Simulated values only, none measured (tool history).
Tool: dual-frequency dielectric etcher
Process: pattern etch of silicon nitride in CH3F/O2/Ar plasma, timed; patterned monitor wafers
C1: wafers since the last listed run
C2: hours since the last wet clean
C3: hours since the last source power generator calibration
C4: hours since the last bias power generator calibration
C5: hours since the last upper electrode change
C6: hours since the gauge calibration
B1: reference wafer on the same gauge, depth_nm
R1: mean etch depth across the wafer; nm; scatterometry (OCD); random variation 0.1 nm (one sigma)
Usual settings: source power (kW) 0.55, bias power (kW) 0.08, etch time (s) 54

{"run": 1, "day": 0.0, "source power (kW)": 0.65, "bias power (kW)": 0.08, "etch time (s)": 54, "C1": 0, "C2": 131.5, "C3": 4706.5, "C4": 4328, "C5": 4511.9, "C6": 447, "B1": 45.98, "R1": 42.47}
{"run": 2, "day": 0.625, "source power (kW)": 0.55, "bias power (kW)": 0.08, "etch time (s)": 54, "C1": 222, "C2": 146.5, "C3": 4721.5, "C4": 4343, "C5": 4526.9, "C6": 462, "B1": 45.97, "R1": 40.57}
{"run": 3, "day": 2.1, "source power (kW)": 0.55, "bias power (kW)": 0.08, "etch time (s)": 54, "C1": 525, "C2": 181.9, "C3": 4756.9, "C4": 4378.4, "C5": 4562.3, "C6": 497.4, "B1": 45.99, "R1": 40.48}
{"run": 4, "day": 2.604, "source power (kW)": 0.63, "bias power (kW)": 0.069, "etch time (s)": 54, "C1": 179, "C2": 194, "C3": 4769, "C4": 4390.5, "C5": 4574.4, "C6": 509.5, "B1": 46.01, "R1": 40}
{"run": 5, "day": 3.125, "source power (kW)": 0.55, "bias power (kW)": 0.08, "etch time (s)": 54, "C1": 185, "C2": 206.5, "C3": 4781.5, "C4": 4403, "C5": 4586.9, "C6": 522, "B1": 46.01, "R1": 40.49}
{"run": 6, "day": 4.088, "source power (kW)": 0.55, "bias power (kW)": 0.08, "etch time (s)": 54, "C1": 343, "C2": 229.6, "C3": 4804.6, "C4": 4426.1, "C5": 4610, "C6": 545.1, "B1": 45.97, "R1": 40.6}
{"run": 7, "day": 4.921, "source power (kW)": 0.55, "bias power (kW)": 0.08, "etch time (s)": 54, "C1": 297, "C2": 249.6, "C3": 4824.6, "C4": 4446.1, "C5": 4630, "C6": 565.1, "B1": 46.01, "R1": 40.49}
{"day": 5.183, "done": "source power generator calibrated"}
{"day": 7.333, "done": "wet clean of the chamber, repeated, since the last time left the tool worse"}
{"day": 8.138, "done": "upper electrode replaced"}
{"run": 8, "day": 8.158, "source power (kW)": 0.65, "bias power (kW)": 0.09, "etch time (s)": 54, "C1": 451, "C2": 19.8, "C3": 71.4, "C4": 4523.8, "C5": 0.5, "C6": 642.8, "B1": 46.02, "R1": 46.1}
{"run": 9, "day": 9.146, "source power (kW)": 0.65, "bias power (kW)": 0.09, "etch time (s)": 54, "C1": 352, "C2": 43.5, "C3": 95.1, "C4": 4547.5, "C5": 24.2, "C6": 666.5, "B1": 46.02, "R1": 45.96}
{"run": 10, "day": 10.575, "source power (kW)": 0.55, "bias power (kW)": 0.08, "etch time (s)": 54, "C1": 509, "C2": 77.8, "C3": 129.4, "C4": 4581.8, "C5": 58.5, "C6": 700.8, "B1": 46.02, "R1": 41.68}
{"run": 11, "day": 11.167, "source power (kW)": 0.55, "bias power (kW)": 0.08, "etch time (s)": 54, "C1": 210, "C2": 92, "C3": 143.6, "C4": 4596, "C5": 72.7, "C6": 715, "B1": 45.99, "R1": 41.42}
{"run": 12, "day": 12.258, "source power (kW)": 0.55, "bias power (kW)": 0.08, "etch time (s)": 54, "C1": 389, "C2": 118.2, "C3": 169.8, "C4": 4622.2, "C5": 98.9, "C6": 741.2, "B1": 45.98, "R1": 41.73}
{"day": 12.954, "done": "gauge calibrated"}
{"run": 13, "day": 13.658, "source power (kW)": 0.55, "bias power (kW)": 0.08, "etch time (s)": 54, "C1": 499, "C2": 151.8, "C3": 203.4, "C4": 4655.8, "C5": 132.5, "C6": 16.9, "B1": 46, "R1": 41.85}
{"day": 14.279, "done": "bias power generator calibrated"}
{"run": 14, "day": 15.129, "source power (kW)": 0.55, "bias power (kW)": 0.08, "etch time (s)": 54, "C1": 464, "C2": 187.1, "C3": 238.7, "C4": 20.4, "C5": 167.8, "C6": 52.2, "B1": 45.98, "R1": 41.95}
{"run": 15, "day": 16.583, "source power (kW)": 0.68, "bias power (kW)": 0.08, "etch time (s)": 62.5, "C1": 518, "C2": 222, "C3": 273.6, "C4": 55.3, "C5": 202.7, "C6": 87.1, "B1": 45.98, "R1": 52.07}
{"run": 16, "day": 17.371, "source power (kW)": 0.41, "bias power (kW)": 0.074, "etch time (s)": 64.5, "C1": 280, "C2": 240.9, "C3": 292.5, "C4": 74.2, "C5": 221.6, "C6": 106, "B1": 45.97, "R1": 44.37}
{"run": 17, "day": 18.6, "source power (kW)": 0.66, "bias power (kW)": 0.097, "etch time (s)": 43, "C1": 438, "C2": 270.4, "C3": 322, "C4": 103.7, "C5": 251.1, "C6": 135.5, "B1": 46, "R1": 38.27}
{"run": 18, "day": 19.492, "source power (kW)": 0.55, "bias power (kW)": 0.08, "etch time (s)": 40.5, "C1": 317, "C2": 291.8, "C3": 343.4, "C4": 125.1, "C5": 272.5, "C6": 156.9, "B1": 46.03, "R1": 31.57}
{"run": 19, "day": 20.779, "source power (kW)": 0.55, "bias power (kW)": 0.095, "etch time (s)": 60, "C1": 459, "C2": 322.7, "C3": 374.3, "C4": 156, "C5": 303.4, "C6": 187.8, "B1": 46.01, "R1": 49.98}
{"day": 22.688, "done": "wet clean of the chamber"}
{"run": 20, "day": 23.642, "source power (kW)": 0.55, "bias power (kW)": 0.08, "etch time (s)": 54, "C1": 664, "C2": 22.9, "C3": 443, "C4": 224.7, "C5": 372.1, "C6": 256.5, "B1": 45.99, "R1": 41.65}
{"run": 21, "day": 27.383, "source power (kW)": 0.55, "bias power (kW)": 0.089, "etch time (s)": 63.5, "C1": 1333, "C2": 112.7, "C3": 532.8, "C4": 314.5, "C5": 461.9, "C6": 346.3, "B1": 46.01, "R1": 51.22}
{"run": 22, "day": 29.646, "source power (kW)": 0.61, "bias power (kW)": 0.08, "etch time (s)": 42.5, "C1": 806, "C2": 167, "C3": 587.1, "C4": 368.8, "C5": 516.2, "C6": 400.6, "B1": 45.99, "R1": 34.21}
{"run": 23, "day": 30.45, "source power (kW)": 0.61, "bias power (kW)": 0.08, "etch time (s)": 46, "C1": 286, "C2": 186.3, "C3": 606.4, "C4": 388.1, "C5": 535.5, "C6": 419.9, "B1": 45.97, "R1": 37.11}
{"run": 24, "day": 31.867, "source power (kW)": 0.55, "bias power (kW)": 0.08, "etch time (s)": 54, "C1": 505, "C2": 220.3, "C3": 640.4, "C4": 422.1, "C5": 569.5, "C6": 453.9, "B1": 46.01, "R1": 42.2}
{"run": 25, "day": 32.821, "source power (kW)": 0.55, "bias power (kW)": 0.08, "etch time (s)": 63.5, "C1": 340, "C2": 243.2, "C3": 663.3, "C4": 445, "C5": 592.4, "C6": 476.8, "B1": 46, "R1": 49.68}
{"run": 26, "day": 33.725, "source power (kW)": 0.42, "bias power (kW)": 0.062, "etch time (s)": 61.5, "C1": 322, "C2": 264.9, "C3": 685, "C4": 466.7, "C5": 614.1, "C6": 498.5, "B1": 46.01, "R1": 39.81}
{"run": 27, "day": 34.558, "source power (kW)": 0.55, "bias power (kW)": 0.094, "etch time (s)": 54, "C1": 297, "C2": 284.9, "C3": 705, "C4": 486.7, "C5": 634.1, "C6": 518.5, "B1": 46, "R1": 44.64}
{"run": 28, "day": 35.433, "source power (kW)": 0.62, "bias power (kW)": 0.08, "etch time (s)": 60.5, "C1": 311, "C2": 305.9, "C3": 726, "C4": 507.7, "C5": 655.1, "C6": 539.5, "B1": 46, "R1": 49.12}
{"day": 37.204, "done": "wet clean of the chamber"}
{"run": 29, "day": 37.225, "source power (kW)": 0.55, "bias power (kW)": 0.08, "etch time (s)": 54, "C1": 282, "C2": 0.5, "C3": 769, "C4": 550.7, "C5": 698.1, "C6": 582.5, "B1": 46, "R1": 41.35}
{"run": 30, "day": 37.671, "source power (kW)": 0.55, "bias power (kW)": 0.08, "etch time (s)": 54, "C1": 158, "C2": 11.2, "C3": 779.7, "C4": 561.4, "C5": 708.8, "C6": 593.2, "B1": 46.01, "R1": 41.49}
{"run": 31, "day": 40.258, "source power (kW)": 0.55, "bias power (kW)": 0.089, "etch time (s)": 44, "C1": 922, "C2": 73.3, "C3": 841.8, "C4": 623.5, "C5": 770.9, "C6": 655.3, "B1": 46, "R1": 35.22}

What the log doesn't show, run by run:
source power that arrives over what is set, %: 0 in every run
bias power that arrives over what is set, %: 0 in every run
gauge reads high (%): 0 in every run
H1: etch rate over this chamber's usual, %
run=1 H1=-2.73
run=2 H1=-2.66
run=3 H1=-2.5
run=4 H1=-2.45
run=5 H1=-2.39
run=6 H1=-2.29
run=7 H1=-2.2
run=8 H1=-0.0126
run=9 H1=0.0938
run=10 H1=0.248
run=11 H1=0.311
run=12 H1=0.429
run=13 H1=0.58
run=14 H1=0.738
run=15 H1=0.895
run=16 H1=0.98
run=17 H1=1.11
run=18 H1=1.21
run=19 H1=1.35
run=20 H1=0.3
run=21 H1=0.703
run=22 H1=0.947
run=23 H1=1.03
run=24 H1=1.19
run=25 H1=1.29
run=26 H1=1.39
run=27 H1=1.48
run=28 H1=1.57
run=29 H1=-0.303
run=30 H1=-0.255
run=31 H1=0.024
